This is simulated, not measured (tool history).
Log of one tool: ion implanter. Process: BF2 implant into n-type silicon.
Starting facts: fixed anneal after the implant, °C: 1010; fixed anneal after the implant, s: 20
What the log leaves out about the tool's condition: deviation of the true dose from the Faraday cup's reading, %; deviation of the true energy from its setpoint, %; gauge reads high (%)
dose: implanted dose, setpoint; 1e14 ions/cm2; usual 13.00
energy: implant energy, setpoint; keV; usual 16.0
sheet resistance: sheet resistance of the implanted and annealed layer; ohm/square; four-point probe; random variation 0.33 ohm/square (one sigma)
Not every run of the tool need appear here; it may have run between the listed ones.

run	day	dose	energy	wafers since the last listed run	hours since the last dose calibration	hours since the extraction supply was calibrated	hours since the gauge calibration	read-back reference wafer on the same gauge, sheet resistance	sheet resistance
1	0.000	13.00	16.0	0	796.1	4447.0	105.9	160.04	187.84
2	1.925	13.00	16.0	833	842.3	4493.2	152.1	160.13	188.40
3	3.146	13.00	16.0	528	871.6	4522.5	181.4	160.00	187.74
4	4.717	13.00	16.0	680	909.3	4560.2	219.1	159.95	188.26
5	6.417	13.00	16.0	735	950.1	4601.0	259.9	159.99	187.34
6	9.583	13.00	16.0	1370	1026.1	4677.0	335.9	160.07	188.56
7	14.338	13.00	16.0	2058	1140.2	4791.1	450.0	160.05	187.79
8	16.388	13.00	16.0	887	1189.4	4840.3	499.2	159.98	188.55
9	18.808	13.00	16.0	1048	1247.5	4898.4	557.3	159.99	188.03
10	20.646	13.00	16.0	795	1291.6	4942.5	601.4	159.94	187.90
11	22.521	13.00	16.0	811	1336.6	4987.5	646.4	159.97	187.45
# day 22.938: extraction supply calibrated
12	23.583	13.00	16.0	315	1362.1	15.5	671.9	160.05	187.31
# day 24.021: gauge calibrated
# day 26.483: Faraday cup replaced and dose calibrated
13	26.504	14.74	21.0	1120	0.5	85.6	59.6	160.01	164.45
14	28.742	16.36	16.0	968	54.2	139.3	113.3	160.01	180.73
15	31.712	15.27	13.0	1286	125.5	210.6	184.6	159.94	196.01
16	34.617	15.38	18.0	1257	195.2	280.3	254.3	159.97	173.85
17	35.762	15.02	20.0	496	222.7	307.8	281.8	159.98	166.50
# day 37.475: Faraday cup replaced and dose calibrated, repeated, since the last time left the tool worse
18	38.075	15.58	18.5	856	14.4	363.3	337.3	160.08	172.91
19	39.492	14.45	14.0	613	48.4	397.3	371.3	159.94	194.13
20	42.338	14.45	14.0	1232	116.7	465.6	439.6	159.91	194.21
21	44.342	11.67	21.0	867	164.8	513.7	487.7	160.03	174.29
22	45.667	11.50	10.5	573	196.6	545.5	519.5	160.02	222.06
23	47.312	13.00	16.0	712	236.1	585.0	559.0	160.06	188.19
24	49.375	13.00	16.0	892	285.6	634.5	608.5	160.06	188.21

Entry by entry between the runs, the difference in hidden state between the last listed run before and the first listed run after:
In the gap between runs 11 and 12: extraction supply calibrated (day 22.938)
  deviation of the true dose from the Faraday cup's reading, %: 3.42 -> 3.48
  difference, measured minus the result without the unlogged condition, sheet resistance: -1.26 -> -1.28 ohm/square
In the gap between runs 12 and 13: gauge calibrated (day 24.021); Faraday cup replaced and dose calibrated (day 26.483)
  deviation of the true dose from the Faraday cup's reading, %: 3.48 -> 5.82
  difference, measured minus the result without the unlogged condition, sheet resistance: -1.28 -> -1.48 ohm/square
In the gap between runs 17 and 18: Faraday cup replaced and dose calibrated, repeated, since the last time left the tool worse (day 37.475)
  deviation of the true dose from the Faraday cup's reading, %: 6.4 -> 0.348
  difference, measured minus the result without the unlogged condition, sheet resistance: -1.53 -> -0.09 ohm/square

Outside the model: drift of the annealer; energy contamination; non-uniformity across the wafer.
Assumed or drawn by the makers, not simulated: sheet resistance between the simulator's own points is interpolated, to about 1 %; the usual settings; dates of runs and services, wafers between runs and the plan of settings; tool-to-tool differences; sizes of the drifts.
